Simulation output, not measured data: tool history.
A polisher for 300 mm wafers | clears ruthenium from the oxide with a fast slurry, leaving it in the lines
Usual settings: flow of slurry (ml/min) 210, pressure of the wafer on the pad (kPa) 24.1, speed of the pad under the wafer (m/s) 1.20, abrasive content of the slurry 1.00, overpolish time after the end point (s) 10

run,hour,flow of slurry (ml/min),pressure of the wafer on the pad (kPa),speed of the pad under the wafer (m/s),abrasive content of the slurry,overpolish time after the end point (s),"incoming thickness of the incoming film, nm",time until the end point was called (s),dishing of a wide line in a test structure (angstrom)
1,0.0,210,24.1,1.44,1.00,10,191.4,30.5,455
# hour 14.8: head pressure recalibrated
# hour 45.4: worn pad replaced by a new one
2,93.0,210,24.1,1.04,1.00,10,188.6,36.1,390
# hour 149.3: slurry nozzle cleaned
3,187.3,210,24.1,1.04,1.00,10,190.4,36.1,388
# hour 198.5: slurry blender recalibrated
4,243.7,210,24.1,1.20,1.00,10,191.4,33.3,420
5,305.0,210,24.1,1.00,0.80,10,188.8,40.7,347
6,385.2,210,24.1,1.00,0.80,10,187.6,40.8,347
7,436.5,210,24.1,1.00,0.80,10,190.7,41.7,353
8,475.9,265,24.1,1.36,1.00,10,191.9,29.7,454
9,512.4,265,24.1,1.36,1.00,10,191.3,30.0,454
10,570.4,265,24.1,1.36,1.00,10,190.7,30.6,464
11,654.6,210,20.0,1.20,1.00,8,190.7,41.8,286
# hour 658.9: worn pad replaced by a new one
# hour 754.3: slurry blender recalibrated
12,759.0,210,24.1,1.20,1.00,10,192.0,34.8,414
13,813.8,210,30.3,1.20,1.00,12,190.6,27.9,566
# hour 823.4: head pressure recalibrated
14,884.7,210,17.2,1.20,1.00,10,192.6,45.6,315
15,952.2,150,24.1,1.20,1.00,14,190.7,34.0,550
# hour 958.6: slurry nozzle cleaned
16,999.5,210,21.4,1.56,1.15,6,187.7,28.0,302
17,1128.9,250,24.1,1.20,1.00,10,192.1,32.6,427
# hour 1187.0: worn pad replaced by a new one
18,1200.3,210,24.1,1.44,1.00,10,187.1,28.8,478
19,1303.9,245,24.1,1.20,1.00,10,188.9,32.7,421
20,1362.8,210,24.1,1.20,1.00,10,191.0,34.2,412
# hour 1378.3: slurry blender recalibrated
21,1470.0,210,24.1,1.20,1.00,10,191.7,34.6,407
22,1508.3,210,24.1,0.90,1.00,10,186.0,42.3,336
23,1580.7,210,24.1,1.20,0.80,8,194.0,39.3,304
24,1621.1,210,24.1,1.20,1.00,7,192.0,35.8,287
25,1657.9,210,24.1,1.20,1.00,10,192.0,36.1,399
# hour 1665.6: worn pad replaced by a new one
# hour 1694.7: head pressure recalibrated
# hour 1704.7: slurry nozzle cleaned
26,1764.7,210,24.1,1.20,1.00,10,189.9,32.9,428
27,1871.5,210,24.1,1.20,1.10,7,189.2,31.2,317

Run 28 comes next. What will it give?
# hour 1906.4: slurry blender recalibrated
28,1972.3,210,24.1,1.00,0.80,10,187.2,?,?

{"run 28": {"time until the end point was called (s)": 41.1, "dishing of a wide line in a test structure (angstrom)": 342}}
Without the tool's hidden state the same run would have given time until the end point was called (s) 40.2, dishing of a wide line in a test structure (angstrom) 349.

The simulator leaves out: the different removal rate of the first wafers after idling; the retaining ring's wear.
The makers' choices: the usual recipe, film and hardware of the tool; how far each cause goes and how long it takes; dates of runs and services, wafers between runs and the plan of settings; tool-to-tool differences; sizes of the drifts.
